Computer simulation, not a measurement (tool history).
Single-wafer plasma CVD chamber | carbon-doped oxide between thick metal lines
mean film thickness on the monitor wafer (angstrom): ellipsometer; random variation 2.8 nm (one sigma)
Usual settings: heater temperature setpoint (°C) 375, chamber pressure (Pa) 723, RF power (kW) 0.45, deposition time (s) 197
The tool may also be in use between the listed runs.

run	hour	heater temperature setpoint (°C)	chamber pressure (Pa)	RF power (kW)	deposition time (s)	wafers since the last listed run	hours since the last thermocouple change	hours since the last RF generator calibration	hours since the last manometer calibration	hours since the showerhead was replaced	hours since the gauge calibration	read-back reference wafer on the same gauge, thickness_nm	mean film thickness on the monitor wafer (angstrom)
1	0	375	723	0.45	197	0	1850.8	74.7	95.2	5027.6	728.4	1067.342	9027.24
2	94.1	375	723	0.45	197	834	1944.9	168.8	189.3	5121.7	822.5	1068.273	8974.91
# hour 151.8: thermocouple changed; heater temperature recalibrated
3	399.2	375	723	0.45	197	2633	247.4	473.9	494.4	5426.8	1127.6	1068.055	8852.38
4	491	375	723	0.45	197	813	339.2	565.7	586.2	5518.6	1219.4	1067.803	8852.31
5	597.1	375	723	0.45	197	940	445.3	671.8	692.3	5624.7	1325.5	1067.877	8838.2
6	680.3	375	723	0.45	197	737	528.5	755	775.5	5707.9	1408.7	1068.905	8772.59
7	734.2	375	723	0.45	197	477	582.4	808.9	829.4	5761.8	1462.6	1068.34	8840.33
8	808.3	375	723	0.45	197	656	656.5	883	903.5	5835.9	1536.7	1067.451	8773.78
9	890.8	375	723	0.45	197	731	739	965.5	986	5918.4	1619.2	1067.29	8765.19
10	996.8	361	723	0.375	197	939	845	1071.5	1092	6024.4	1725.2	1067.472	7587.24
11	1044.8	375	723	0.45	197	425	893	1119.5	1140	6072.4	1773.2	1066.5	8794.54
12	1112	375	555	0.365	235	595	960.2	1186.7	1207.2	6139.6	1840.4	1068.74	8002.4
13	1154.8	375	723	0.45	168	379	1003	1229.5	1250	6182.4	1883.2	1067.791	7453.04
14	1229.2	363	876	0.39	166	659	1077.4	1303.9	1324.4	6256.8	1957.6	1067.973	6760
15	1274.8	384	887	0.45	218	404	1123	1349.5	1370	6302.4	2003.2	1069.549	9797.99
# hour 1322.1: gauge calibrated
16	1364.7	383	831	0.365	174	796	1212.9	1439.4	1459.9	6392.3	42.6	1066.209	6277.36
17	1405.9	375	723	0.415	197	365	1254.1	1480.6	1501.1	6433.5	83.8	1068.092	8127.07
# hour 1438.4: capacitance manometer re-zeroed and calibrated
18	1477.9	369	649	0.52	213	567	1326.1	1552.6	39.5	6505.5	155.8	1067.229	10617.51
19	1540.6	367	723	0.45	197	555	1388.8	1615.3	102.2	6568.2	218.5	1067.371	8922.09
# hour 1592.5: showerhead replaced
# hour 1609.3: RF generator calibrated
20	1609.8	375	723	0.45	197	471	1458	0.5	171.4	17.3	287.7	1068.235	8980.5
21	1678.4	366	879	0.38	197	608	1526.6	69.1	240	85.9	356.3	1069.168	7977.95
22	1767.4	387	723	0.375	197	788	1615.6	158.1	329	174.9	445.3	1067.701	7284.01
# hour 1823.1: thermocouple changed; heater temperature recalibrated
23	1831	375	723	0.45	197	492	7.9	221.7	392.6	238.5	508.9	1067.875	8896.09
24	1936.6	368	872	0.535	233	936	113.5	327.3	498.2	344.1	614.5	1065.917	12631.38
25	1983.5	375	723	0.45	197	415	160.4	374.2	545.1	391	661.4	1068.281	8863.31
26	2068.3	375	723	0.45	197	751	245.2	459	629.9	475.8	746.2	1068.604	8872.95
27	2114.6	382	661	0.535	235	410	291.5	505.3	676.2	522.1	792.5	1066.875	11751.13
28	2414.8	375	723	0.45	160	2661	591.7	805.5	976.4	822.3	1092.7	1068.256	7115.4

Forecast each of these 4 alternatives for the next run:
A	2415.3	375	723	0.45	197	4	592.2	806	976.9	822.8	1093.2	?	?
B	2415.3	366	772	0.38	231	4	592.2	806	976.9	822.8	1093.2	?	?
C	2415.3	375	723	0.45	175	4	592.2	806	976.9	822.8	1093.2	?	?
D	2415.3	375	723	0.485	160	4	592.2	806	976.9	822.8	1093.2	?	?

run	read-back reference wafer on the same gauge, thickness_nm	mean film thickness on the monitor wafer (angstrom)
A	1070.083	8769.44
B	1070.083	8975.89
C	1070.083	7792.8
D	1070.083	7606.66
Without the tool's hidden state the same runs would have given:
run	mean film thickness on the monitor wafer (angstrom)
A	9014.66
B	9238.04
C	8010.7
D	7789.58

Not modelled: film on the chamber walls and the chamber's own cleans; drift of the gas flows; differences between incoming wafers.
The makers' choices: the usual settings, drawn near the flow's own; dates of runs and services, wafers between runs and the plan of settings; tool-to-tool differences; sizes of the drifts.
